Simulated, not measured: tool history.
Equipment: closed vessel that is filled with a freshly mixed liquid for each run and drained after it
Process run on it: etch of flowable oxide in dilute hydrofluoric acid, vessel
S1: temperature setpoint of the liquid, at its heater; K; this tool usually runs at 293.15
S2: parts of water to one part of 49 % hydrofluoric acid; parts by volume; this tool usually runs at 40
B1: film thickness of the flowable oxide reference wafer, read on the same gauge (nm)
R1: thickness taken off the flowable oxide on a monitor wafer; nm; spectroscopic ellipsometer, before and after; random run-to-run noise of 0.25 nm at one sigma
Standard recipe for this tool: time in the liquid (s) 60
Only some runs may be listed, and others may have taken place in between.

Run 1, hour 0: usual settings; B1 59.97. Result: R1 26.19 nm.
Run 2, hour 49.1: usual settings; B1 59.99. Result: R1 26.85 nm.
Run 3, hour 83.1: usual settings; B1 59.98. Result: R1 27.05 nm.
Run 4, hour 119.4: usual settings but time in the liquid (s) 35; B1 60.01. Result: R1 15.53 nm.
Run 5, hour 152.9: usual settings; B1 60.01. Result: R1 27.27 nm.
Run 6, hour 345.4: usual settings; B1 60. Result: R1 26.54 nm.
Run 7, hour 371.9: usual settings; B1 60. Result: R1 26.86 nm.
Run 8, hour 416.7: usual settings; B1 60. Result: R1 26.86 nm.
At hour 463.3: gauge calibrated.
Run 9, hour 467.7: usual settings; B1 60.01. Result: R1 26.37 nm.
At hour 505.7: thermometer replaced.
Run 10, hour 539.3: usual settings; B1 59.99. Result: R1 27.02 nm.
Run 11, hour 579.7: usual settings; B1 60.03. Result: R1 26.52 nm.
Run 12, hour 633.5: usual settings; B1 60.03. Result: R1 26.88 nm.
Run 13, hour 687.6: usual settings but S2 55 parts by volume, time in the liquid (s) 75; B1 60.04. Result: R1 23.94 nm.
Run 14, hour 745.6: usual settings but S1 291.65 K, time in the liquid (s) 85; B1 59.98. Result: R1 34.97 nm.
Run 15, hour 799.9: usual settings but S1 297.15 K, time in the liquid (s) 45; B1 60.01. Result: R1 23.83 nm.
Run 16, hour 835.8: usual settings but time in the liquid (s) 85; B1 60. Result: R1 38.22 nm.
Run 17, hour 891: usual settings but S1 291.65 K, S2 25 parts by volume, time in the liquid (s) 95; B1 60. Result: R1 64.42 nm.
Run 18, hour 918.1: usual settings but S1 290.15 K, S2 60 parts by volume; B1 60.03. Result: R1 15.17 nm.
At hour 925.2: hydrofluoric acid flow meter replaced.
Run 19, hour 982.8: usual settings but S1 294.65 K, S2 25 parts by volume, time in the liquid (s) 30; B1 60.01. Result: R1 23.36 nm.
Run 20, hour 1021.7: usual settings; B1 59.98. Result: R1 26.89 nm.
Run 21, hour 1074.4: usual settings but S1 291.65 K, S2 25 parts by volume, time in the liquid (s) 70; B1 59.99. Result: R1 47.68 nm.
Run 22, hour 1118.9: usual settings but S1 290.15 K, S2 30 parts by volume, time in the liquid (s) 70; B1 59.97. Result: R1 37.76 nm.
Run 23, hour 1166.1: usual settings; B1 60. Result: R1 26.44 nm.
Run 24, hour 1213.4: usual settings but time in the liquid (s) 35; B1 59.99. Result: R1 15.79 nm.
Run 25, hour 1258.4: usual settings but S1 296.65 K, S2 20 parts by volume, time in the liquid (s) 45; B1 59.99. Result: R1 48.18 nm.

Each row is a separate what-if for the run after 25, all from the same tool condition, not one after another. Results?
Run A, hour 1259.1: usual settings; B1 ?. Result: R1 ?.
Run B, hour 1259.1: usual settings but S2 30 parts by volume, time in the liquid (s) 90; B1 ?. Result: R1 ?.
Run C, hour 1259.1: usual settings but S2 55 parts by volume, time in the liquid (s) 40; B1 ?. Result: R1 ?.

run     B1     R1
  A  60.02   26.5
  B  60.02  53.65
  C  60.02  12.62
Had the tool no hidden state, the same runs would have come out as:
run     R1
  A   26.5
  B  53.65
  C  12.62
